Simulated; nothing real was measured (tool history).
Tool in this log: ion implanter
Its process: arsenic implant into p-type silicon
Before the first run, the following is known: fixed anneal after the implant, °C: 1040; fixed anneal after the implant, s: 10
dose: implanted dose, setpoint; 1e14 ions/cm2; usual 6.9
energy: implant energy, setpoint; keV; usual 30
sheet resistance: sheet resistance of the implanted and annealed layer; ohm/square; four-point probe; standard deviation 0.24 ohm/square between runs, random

run   hour  dose  energy  wafers since the last listed run  hours since the last dose calibration  hours since the extraction supply was calibrated  hours since the gauge calibration  read-back reference wafer on the same gauge, sheet resistance  sheet resistance
  1      0  7.69      30                                 0                                 1893.2                                            6554.5                              111.9                                                         181.05            143.37
  2     10  7.69      30                               345                                 1903.2                                            6564.5                              121.9                                                         181.01            143.48
  3   18.5   6.9      30                               293                                 1911.7                                              6573                              130.4                                                         180.92            154.92
  4     33   6.9      30                               500                                 1926.2                                            6587.5                              144.9                                                         180.94            155.02
  5     48   6.9      30                               517                                 1941.2                                            6602.5                              159.9                                                         180.97            154.89
  6     63   6.9      30                               517                                 1956.2                                            6617.5                              174.9                                                         181.06            155.36
        98  -- gauge calibrated
  7  100.3   6.9      30                              1286                                 1993.5                                            6654.8                                2.3                                                         180.98            154.88
  8  110.2   6.9      30                               341                                 2003.4                                            6664.7                               12.2                                                         180.96            154.89
  9  125.5   6.9      30                               527                                 2018.7                                              6680                               27.5                                                         180.99            154.61
     135.2  -- extraction supply calibrated
 10  135.7   6.9      24                                75                                 2028.9                                               0.5                               37.7                                                         181.04               161
 11  139.5   6.9      30                               131                                 2032.7                                               4.3                               41.5                                                         180.99            154.89
 12  152.6  6.13      30                               451                                 2045.8                                              17.4                               54.6                                                         181.05            169.04
 13  164.8  6.13      30                               420                                   2058                                              29.6                               66.8                                                            181            168.94
 14    171  6.13      30                               213                                 2064.2                                              35.8                                 73                                                         181.05            168.66
 15  184.7   6.9      37                               472                                 2077.9                                              49.5                               86.7                                                         181.06            148.93
 16  193.5   6.9      37                               303                                 2086.7                                              58.3                               95.5                                                         181.01            148.99
 17    211   6.9      37                               603                                 2104.2                                              75.8                                113                                                         180.98            148.91
 18  222.4   6.9      40                               393                                 2115.6                                              87.2                              124.4                                                         180.96            146.79
 19  238.8   6.9    23.5                               565                                   2132                                             103.6                              140.8                                                         180.95            161.21
 20  244.9  7.53      24                               210                                 2138.1                                             109.7                              146.9                                                         181.03            151.08
 21  251.3  8.37      22                               220                                 2144.5                                             116.1                              153.3                                                         181.08            143.48
 22  262.5  5.71    36.5                               386                                 2155.7                                             127.3                              164.5                                                         181.07            171.19
 23  270.2   6.9      30                               265                                 2163.4                                               135                              172.2                                                         180.97            153.93
 24  283.6  6.37    39.5                               462                                 2176.8                                             148.4                              185.6                                                         181.07             155.8
     291.3  -- gauge calibrated
 25  292.1   6.9      37                               293                                 2185.3                                             156.9                                0.8                                                            181            148.51
 26  303.6   6.9      30                               396                                 2196.8                                             168.4                               12.3                                                         181.03            154.11
     322.6  -- Faraday cup replaced and dose calibrated
 27  323.1  5.47    19.5                               396                                    0.5                                             187.9                               31.8                                                         181.08            202.26
 28  326.9  5.11    38.5                               131                                    4.3                                             191.7                               35.6                                                         181.07            190.97
 29  356.7  5.05      23                              1028                                   34.1                                             221.5                               65.4                                                         180.94            209.77
 30  369.5  5.12      39                               441                                   46.9                                             234.3                               78.2                                                         180.97            190.91
 31  382.6  8.56      37                               451                                     60                                             247.4                               91.3                                                         180.99             131.9
 32  391.3   6.9      30                               300                                   68.7                                             256.1                                100                                                         180.96            159.26
 33  398.4  8.56      37                               244                                   75.8                                             263.2                              107.1                                                         181.02            131.35
 34  413.8  8.52      40                               531                                   91.2                                             278.6                              122.5                                                            181            129.82

Below are 5 alternative next runs, each starting from the tool's condition after run 34. Predict each:
  A  414.2  8.65      30                                13                                   91.6                                               279                              122.9                                                              ?                 ?
  B  414.2  5.67    39.5                                13                                   91.6                                               279                              122.9                                                              ?                 ?
  C  414.2  8.84      35                                13                                   91.6                                               279                              122.9                                                              ?                 ?
  D  414.2   6.9      22                                13                                   91.6                                               279                              122.9                                                              ?                 ?
  E  414.2  7.43    22.5                                13                                   91.6                                               279                              122.9                                                              ?                 ?

run  read-back reference wafer on the same gauge, sheet resistance  sheet resistance
  A                                                         180.99            135.95
  B                                                         180.99            176.43
  C                                                         180.99            130.04
  D                                                         180.99            168.18
  E                                                         180.99            159.13
Without the tool's hidden state the same runs would have given:
run  sheet resistance
  A            136.08
  B            176.61
  C            130.16
  D            168.34
  E            159.28
